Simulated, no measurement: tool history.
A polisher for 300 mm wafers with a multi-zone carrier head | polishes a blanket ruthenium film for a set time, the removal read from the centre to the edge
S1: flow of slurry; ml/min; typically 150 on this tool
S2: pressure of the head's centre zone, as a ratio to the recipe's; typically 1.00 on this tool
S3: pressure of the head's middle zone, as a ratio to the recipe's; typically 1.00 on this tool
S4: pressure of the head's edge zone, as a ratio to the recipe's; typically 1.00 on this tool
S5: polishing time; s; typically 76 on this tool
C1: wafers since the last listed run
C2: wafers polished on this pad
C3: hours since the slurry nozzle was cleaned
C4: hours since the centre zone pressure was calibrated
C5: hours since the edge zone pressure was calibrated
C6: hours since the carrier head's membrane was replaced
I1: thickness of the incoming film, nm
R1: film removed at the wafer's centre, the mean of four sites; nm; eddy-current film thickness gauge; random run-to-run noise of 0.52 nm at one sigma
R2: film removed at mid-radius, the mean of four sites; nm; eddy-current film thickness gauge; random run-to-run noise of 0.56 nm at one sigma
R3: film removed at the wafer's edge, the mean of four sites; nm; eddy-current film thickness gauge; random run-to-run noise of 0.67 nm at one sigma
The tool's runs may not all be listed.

run   hour   S1    S2    S3    S4  S5   C1   C2     C3      C4     C5     C6     I1     R1    R2     R3
  1    0.0  150  1.00  1.00  1.00  76    0   81    7.7  1141.8  751.0   13.6  253.4   78.8  80.1   80.7
  2   17.8  150  1.00  1.00  1.00  76  120  202   25.5  1159.6  768.8   31.4  253.6   78.9  79.2   81.1
  3   24.7  150  1.00  1.00  1.00  76   46  248   32.4  1166.5  775.7   38.3  247.7   78.5  79.8   81.8
  4   37.5  150  1.00  1.00  1.04  93   86  335   45.2  1179.3  788.5   51.1  248.9   94.3  97.9  101.3
      46.1  -- edge zone pressure recalibrated
  5   46.4  150  1.00  1.00  1.00  76   46  381   54.1  1188.2    0.3   60.0  251.8   77.9  79.0   81.0
  6   73.1  150  1.00  1.00  1.00  76  180  562   80.8  1214.9   27.0   86.7  248.9   78.1  78.4   80.5
  7   88.1  150  1.09  0.89  0.92  99  101  663   95.8  1229.9   42.0  101.7  247.2  110.0  91.5  101.1
  8   97.0  130  1.05  1.00  1.00  98   60  723  104.7  1238.8   50.9  110.6  249.0  100.7  97.0  101.3
  9  103.0  150  1.00  1.05  1.00  52   40  764  110.7  1244.8   56.9  116.6  246.9   53.1  55.1   54.7
 10  113.1  195  1.00  1.00  1.00  76   68  832  120.8  1254.9   67.0  126.7  245.3   81.9  82.7   83.5
 11  120.6  150  1.10  1.00  1.00  90   50  883  128.3  1262.4   74.5  134.2  254.4   99.3  92.7   94.4
     146.7  -- worn pad replaced by a new one
     171.9  -- centre zone pressure recalibrated
 12  173.8  150  1.00  1.00  1.00  76  319  169  181.5     1.9  127.7  187.4  252.0   75.7  77.2   79.6
 13  189.9  125  0.95  1.00  1.00  49  108  278  197.6    18.0  143.8  203.5  253.1   43.6  47.0   49.6
 14  204.1  150  0.89  1.00  1.00  76   95  374  211.8    32.2  158.0  217.7  248.9   67.6  77.1   78.7
 15  219.0  150  1.10  1.00  0.90  97  100  475  226.7    47.1  172.9  232.6  249.9  105.2  98.4   96.8
 16  232.0  150  1.00  1.11  1.00  76   87  563  239.7    60.1  185.9  245.6  250.9   75.0  84.3   77.8
 17  243.2  150  1.00  1.00  1.00  76   75  638  250.9    71.3  197.1  256.8  246.7   74.7  76.5   78.1
 18  253.0  150  0.91  1.00  1.00  76   66  705  260.7    81.1  206.9  266.6  251.0   67.6  76.7   78.4
 19  268.5  135  1.07  1.00  1.00  76  104  809  276.2    96.6  222.4  282.1  253.7   76.9  75.3   77.4
     285.2  -- worn pad replaced by a new one
 20  285.7  170  1.00  1.00  1.06  76   89    3  293.4   113.8  239.6  299.3  247.8   77.3  78.4   81.4
 21  300.4  150  1.00  1.00  0.95  76   99  102  308.1   128.5  254.3  314.0  250.5   73.9  75.6   77.2

5 ways to go on from here, each from the tool as it stands after run 21. What would each give?
  A  300.8  150  1.00  0.91  1.00  76   2  105  308.5  128.9  254.7  314.4  250.2   ?   ?   ?
  B  300.8  150  1.00  0.92  1.04  91   2  105  308.5  128.9  254.7  314.4  250.2   ?   ?   ?
  C  300.8  150  0.92  1.00  1.00  76   2  105  308.5  128.9  254.7  314.4  250.2   ?   ?   ?
  D  300.8  150  0.91  0.89  1.11  90   2  105  308.5  128.9  254.7  314.4  250.2   ?   ?   ?
  E  300.8  115  1.00  0.96  1.00  76   2  105  308.5  128.9  254.7  314.4  250.2   ?   ?   ?

run    R1    R2    R3
  A  74.7  70.7  78.6
  B  89.4  85.5  95.5
  C  68.7  76.6  78.5
  D  80.4  82.3  96.8
  E  67.6  67.9  74.1
With the hidden condition removed and each run's random variation left untouched, the same runs would have given:
run    R1    R2     R3
  A  80.2  75.3   82.1
  B  96.0  91.0   99.8
  C  73.8  81.5   82.0
  D  86.3  87.6  101.2
  E  74.5  73.8   78.4

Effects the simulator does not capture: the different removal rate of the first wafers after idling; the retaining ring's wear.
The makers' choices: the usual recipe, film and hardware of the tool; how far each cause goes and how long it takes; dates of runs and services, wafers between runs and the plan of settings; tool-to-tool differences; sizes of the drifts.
